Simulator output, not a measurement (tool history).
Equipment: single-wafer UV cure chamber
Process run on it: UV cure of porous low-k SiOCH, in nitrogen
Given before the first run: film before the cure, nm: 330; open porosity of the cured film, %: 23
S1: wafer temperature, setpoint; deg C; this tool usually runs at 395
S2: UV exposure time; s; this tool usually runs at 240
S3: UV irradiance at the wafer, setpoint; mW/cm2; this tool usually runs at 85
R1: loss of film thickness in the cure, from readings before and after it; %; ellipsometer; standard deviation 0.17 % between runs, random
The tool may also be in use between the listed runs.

{"run": 1, "hour": 0.0, "S1": 405, "S2": 240, "S3": 85, "R1": 11.289}
{"run": 2, "hour": 72.8, "S1": 395, "S2": 240, "S3": 107, "R1": 11.778}
{"hour": 150.9, "done": "quartz window cleaned"}
{"run": 3, "hour": 151.4, "S1": 395, "S2": 240, "S3": 107, "R1": 12.205}
{"run": 4, "hour": 207.1, "S1": 385, "S2": 240, "S3": 85, "R1": 10.735}
{"run": 5, "hour": 275.0, "S1": 385, "S2": 240, "S3": 85, "R1": 10.595}
{"run": 6, "hour": 367.8, "S1": 395, "S2": 240, "S3": 85, "R1": 10.9}
{"run": 7, "hour": 433.3, "S1": 395, "S2": 240, "S3": 85, "R1": 10.847}
{"hour": 466.0, "done": "quartz window cleaned"}
{"run": 8, "hour": 504.9, "S1": 395, "S2": 240, "S3": 85, "R1": 10.823}
{"run": 9, "hour": 564.5, "S1": 395, "S2": 240, "S3": 85, "R1": 10.624}
{"run": 10, "hour": 647.3, "S1": 395, "S2": 240, "S3": 85, "R1": 10.583}
{"run": 11, "hour": 782.2, "S1": 395, "S2": 240, "S3": 85, "R1": 10.745}
{"run": 12, "hour": 851.6, "S1": 395, "S2": 240, "S3": 85, "R1": 10.927}
{"hour": 861.4, "done": "quartz window cleaned"}
{"run": 13, "hour": 953.4, "S1": 388, "S2": 240, "S3": 85, "R1": 10.217}
{"run": 14, "hour": 1015.6, "S1": 395, "S2": 240, "S3": 102, "R1": 11.544}
{"run": 15, "hour": 1071.4, "S1": 388, "S2": 335, "S3": 65, "R1": 10.405}
{"run": 16, "hour": 1133.3, "S1": 395, "S2": 240, "S3": 103, "R1": 11.38}
{"hour": 1177.9, "done": "quartz window cleaned"}
{"run": 17, "hour": 1203.1, "S1": 395, "S2": 240, "S3": 85, "R1": 10.493}
{"hour": 1261.6, "done": "UV bulbs replaced"}
{"run": 18, "hour": 1283.7, "S1": 395, "S2": 355, "S3": 85, "R1": 12.916}
{"run": 19, "hour": 1351.3, "S1": 406, "S2": 110, "S3": 70, "R1": 7.221}
{"run": 20, "hour": 1438.3, "S1": 384, "S2": 310, "S3": 57, "R1": 10.607}

For run 21, what comes out?
{"run": 21, "hour": 1482.6, "S1": 411, "S2": 180, "S3": 85, "R1": "?"}

R1: 10.103 %
Had the tool carried no hidden state, the very same run would have given R1 10.335 %.

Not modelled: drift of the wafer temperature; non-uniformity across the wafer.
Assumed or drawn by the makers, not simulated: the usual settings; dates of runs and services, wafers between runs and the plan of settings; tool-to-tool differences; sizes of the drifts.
